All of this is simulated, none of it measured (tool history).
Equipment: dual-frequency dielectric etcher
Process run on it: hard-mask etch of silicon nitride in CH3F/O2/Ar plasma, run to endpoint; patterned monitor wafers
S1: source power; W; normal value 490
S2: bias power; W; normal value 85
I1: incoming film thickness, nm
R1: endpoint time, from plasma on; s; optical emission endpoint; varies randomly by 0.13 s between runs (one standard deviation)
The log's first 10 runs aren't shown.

run 11 hour=593.1 | S1=490 S2=85 | I1=29.21 | R1=41.2
run 12 hour=663.8 | S1=490 S2=71 | I1=28.93 | R1=43.6
run 13 hour=727.8 | S1=490 S2=85 | I1=29.05 | R1=41.1
run 14 hour=780.5 | S1=490 S2=72 | I1=28.62 | R1=43.0
run 15 hour=818.4 | S1=490 S2=72 | I1=29.16 | R1=43.5
-- hour=828.1 source power generator calibrated
-- hour=868.2 wet clean of the chamber
-- hour=894.8 upper electrode replaced, of another model than before
run 16 hour=895.3 | S1=490 S2=85 | I1=28.72 | R1=39.4
run 17 hour=901.4 | S1=370 S2=75 | I1=28.88 | R1=62.6
run 18 hour=970.3 | S1=570 S2=85 | I1=29.00 | R1=34.6
run 19 hour=1001.8 | S1=380 S2=72 | I1=28.95 | R1=61.0
run 20 hour=1034.8 | S1=600 S2=85 | I1=28.52 | R1=32.6
run 21 hour=1087.1 | S1=400 S2=72 | I1=29.09 | R1=55.9
run 22 hour=1130.2 | S1=490 S2=85 | I1=28.74 | R1=39.7
run 23 hour=1196.5 | S1=600 S2=80 | I1=29.12 | R1=34.5
run 24 hour=1245.8 | S1=490 S2=85 | I1=29.05 | R1=40.2
run 25 hour=1292.6 | S1=450 S2=70 | I1=29.09 | R1=48.4
-- hour=1349.4 wet clean of the chamber
-- hour=1360.3 bias power generator calibrated
run 26 hour=1491.3 | S1=430 S2=97 | I1=28.83 | R1=43.5
run 27 hour=1515.7 | S1=570 S2=78 | I1=28.94 | R1=36.5
run 28 hour=1574.7 | S1=590 S2=85 | I1=29.10 | R1=34.5
run 29 hour=1602.7 | S1=430 S2=65 | I1=28.73 | R1=52.9
run 30 hour=1667.7 | S1=570 S2=76 | I1=28.84 | R1=36.9
run 31 hour=1737.8 | S1=490 S2=85 | I1=28.78 | R1=40.5

Each row is a separate what-if for the run after 31, all from the same tool condition, not one after another. Results?
run A hour=1738.2 | S1=490 S2=98 | I1=29.15 | R1=?
run B hour=1738.2 | S1=430 S2=85 | I1=29.15 | R1=?
run C hour=1738.2 | S1=450 S2=79 | I1=29.15 | R1=?
run D hour=1738.2 | S1=560 S2=97 | I1=29.15 | R1=?
run E hour=1738.2 | S1=450 S2=85 | I1=29.15 | R1=?

run=A R1=38.1
run=B R1=47.3
run=C R1=46.2
run=D R1=33.9
run=E R1=44.7
Without the tool's hidden state the same runs would have given:
run=A R1=37.4
run=B R1=46.5
run=C R1=45.4
run=D R1=33.3
run=E R1=43.9

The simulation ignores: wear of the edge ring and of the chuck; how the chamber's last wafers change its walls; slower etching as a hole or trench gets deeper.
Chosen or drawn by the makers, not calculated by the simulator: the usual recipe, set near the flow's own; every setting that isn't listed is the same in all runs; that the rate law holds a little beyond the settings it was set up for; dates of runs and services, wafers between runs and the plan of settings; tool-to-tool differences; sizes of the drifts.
